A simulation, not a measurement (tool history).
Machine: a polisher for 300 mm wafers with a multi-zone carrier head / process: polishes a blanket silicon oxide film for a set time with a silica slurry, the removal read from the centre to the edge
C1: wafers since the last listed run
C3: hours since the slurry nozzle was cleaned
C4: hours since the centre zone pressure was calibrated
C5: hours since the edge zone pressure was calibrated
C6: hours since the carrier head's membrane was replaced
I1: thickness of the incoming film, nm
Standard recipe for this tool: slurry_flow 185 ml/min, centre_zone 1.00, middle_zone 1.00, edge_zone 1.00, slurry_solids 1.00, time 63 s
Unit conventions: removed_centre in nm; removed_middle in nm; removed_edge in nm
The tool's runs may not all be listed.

run 1 day=0.000 | slurry_flow=185 centre_zone=1.00 middle_zone=1.00 edge_zone=1.00 slurry_solids=1.00 time=63 | C1=0 wafers_polished_on_this_pad=667 C3=648.4 C4=715.8 C5=1208.6 C6=896.8 | I1=1825.0 | removed_centre=207.4 removed_middle=214.3 removed_edge=215.5
run 2 day=1.046 | slurry_flow=185 centre_zone=1.00 middle_zone=1.00 edge_zone=1.00 slurry_solids=1.00 time=63 | C1=342 wafers_polished_on_this_pad=1009 C3=673.5 C4=740.9 C5=1233.7 C6=921.9 | I1=1789.9 | removed_centre=205.9 removed_middle=215.5 removed_edge=219.6
run 3 day=2.154 | slurry_flow=185 centre_zone=1.00 middle_zone=1.00 edge_zone=1.00 slurry_solids=1.00 time=63 | C1=362 wafers_polished_on_this_pad=1372 C3=700.1 C4=767.5 C5=1260.3 C6=948.5 | I1=1832.6 | removed_centre=208.7 removed_middle=208.9 removed_edge=220.8
-- day=2.758 worn pad replaced by a new one
run 4 day=2.912 | slurry_flow=185 centre_zone=1.00 middle_zone=1.00 edge_zone=1.00 slurry_solids=1.00 time=63 | C1=193 wafers_polished_on_this_pad=50 C3=718.3 C4=785.7 C5=1278.5 C6=966.7 | I1=1854.9 | removed_centre=207.5 removed_middle=214.9 removed_edge=216.1
run 5 day=3.533 | slurry_flow=185 centre_zone=1.00 middle_zone=1.00 edge_zone=1.00 slurry_solids=1.00 time=63 | C1=203 wafers_polished_on_this_pad=253 C3=733.2 C4=800.6 C5=1293.4 C6=981.6 | I1=1841.4 | removed_centre=204.2 removed_middle=216.1 removed_edge=215.7
run 6 day=4.758 | slurry_flow=185 centre_zone=1.00 middle_zone=1.00 edge_zone=1.00 slurry_solids=1.00 time=63 | C1=401 wafers_polished_on_this_pad=654 C3=762.6 C4=830.0 C5=1322.8 C6=1011.0 | I1=1815.1 | removed_centre=205.2 removed_middle=215.2 removed_edge=213.8
run 7 day=5.575 | slurry_flow=185 centre_zone=1.00 middle_zone=1.00 edge_zone=1.00 slurry_solids=1.00 time=63 | C1=267 wafers_polished_on_this_pad=921 C3=782.2 C4=849.6 C5=1342.4 C6=1030.6 | I1=1838.7 | removed_centre=203.2 removed_middle=211.4 removed_edge=217.9
-- day=6.146 edge zone pressure recalibrated
run 8 day=6.279 | slurry_flow=185 centre_zone=1.00 middle_zone=1.00 edge_zone=1.00 slurry_solids=1.00 time=63 | C1=203 wafers_polished_on_this_pad=1125 C3=799.1 C4=866.5 C5=3.2 C6=1047.5 | I1=1805.9 | removed_centre=200.0 removed_middle=207.6 removed_edge=214.1
-- day=6.721 centre zone pressure recalibrated
run 9 day=7.250 | slurry_flow=185 centre_zone=0.92 middle_zone=1.00 edge_zone=0.92 slurry_solids=1.00 time=63 | C1=290 wafers_polished_on_this_pad=1415 C3=822.4 C4=12.7 C5=26.5 C6=1070.8 | I1=1825.1 | removed_centre=187.2 removed_middle=215.0 removed_edge=206.8
-- day=7.458 worn pad replaced by a new one
-- day=8.862 slurry nozzle cleaned
run 10 day=8.883 | slurry_flow=230 centre_zone=1.00 middle_zone=1.00 edge_zone=1.00 slurry_solids=1.30 time=63 | C1=466 wafers_polished_on_this_pad=453 C3=0.5 C4=51.9 C5=65.7 C6=1110.0 | I1=1828.9 | removed_centre=265.0 removed_middle=270.2 removed_edge=270.5
run 11 day=9.742 | slurry_flow=135 centre_zone=1.00 middle_zone=0.96 edge_zone=1.00 slurry_solids=1.00 time=63 | C1=281 wafers_polished_on_this_pad=734 C3=21.1 C4=72.5 C5=86.3 C6=1130.6 | I1=1850.9 | removed_centre=213.7 removed_middle=210.7 removed_edge=223.8
-- day=10.017 carrier head's membrane replaced by a new one
-- day=11.358 worn pad replaced by a new one
run 12 day=11.662 | slurry_flow=215 centre_zone=1.00 middle_zone=1.09 edge_zone=0.97 slurry_solids=0.75 time=63 | C1=506 wafers_polished_on_this_pad=99 C3=67.2 C4=118.6 C5=132.4 C6=39.5 | I1=1814.7 | removed_centre=185.4 removed_middle=206.2 removed_edge=188.9
run 13 day=12.492 | slurry_flow=185 centre_zone=1.00 middle_zone=1.10 edge_zone=1.00 slurry_solids=1.20 time=63 | C1=271 wafers_polished_on_this_pad=371 C3=87.1 C4=138.5 C5=152.3 C6=59.4 | I1=1842.4 | removed_centre=247.0 removed_middle=283.1 removed_edge=252.1
run 14 day=13.479 | slurry_flow=185 centre_zone=0.93 middle_zone=1.00 edge_zone=1.08 slurry_solids=1.10 time=43 | C1=323 wafers_polished_on_this_pad=694 C3=110.8 C4=162.2 C5=176.0 C6=83.1 | I1=1818.4 | removed_centre=149.2 removed_middle=165.8 removed_edge=171.9

Alternative continuations, all from the tool just after run 14; predict every row:
run A day=13.496 | slurry_flow=185 centre_zone=1.00 middle_zone=0.91 edge_zone=1.00 slurry_solids=1.00 time=63 | C1=5 wafers_polished_on_this_pad=700 C3=111.2 C4=162.6 C5=176.4 C6=83.5 | I1=1801.4 | removed_centre=? removed_middle=? removed_edge=?
run B day=13.496 | slurry_flow=185 centre_zone=1.00 middle_zone=1.07 edge_zone=1.00 slurry_solids=1.00 time=63 | C1=5 wafers_polished_on_this_pad=700 C3=111.2 C4=162.6 C5=176.4 C6=83.5 | I1=1801.4 | removed_centre=? removed_middle=? removed_edge=?
run C day=13.496 | slurry_flow=245 centre_zone=1.00 middle_zone=1.00 edge_zone=1.00 slurry_solids=1.10 time=63 | C1=5 wafers_polished_on_this_pad=700 C3=111.2 C4=162.6 C5=176.4 C6=83.5 | I1=1801.4 | removed_centre=? removed_middle=? removed_edge=?

run=A removed_centre=224.8 removed_middle=214.4 removed_edge=229.4
run=B removed_centre=225.1 removed_middle=245.7 removed_edge=228.9
run=C removed_centre=246.4 removed_middle=253.2 removed_edge=247.8
What these runs would have given with no unlogged condition in the tool:
run=A removed_centre=227.0 removed_middle=216.2 removed_edge=230.9
run=B removed_centre=227.2 removed_middle=247.9 removed_edge=230.4
run=C removed_centre=248.3 removed_middle=254.9 removed_edge=249.1

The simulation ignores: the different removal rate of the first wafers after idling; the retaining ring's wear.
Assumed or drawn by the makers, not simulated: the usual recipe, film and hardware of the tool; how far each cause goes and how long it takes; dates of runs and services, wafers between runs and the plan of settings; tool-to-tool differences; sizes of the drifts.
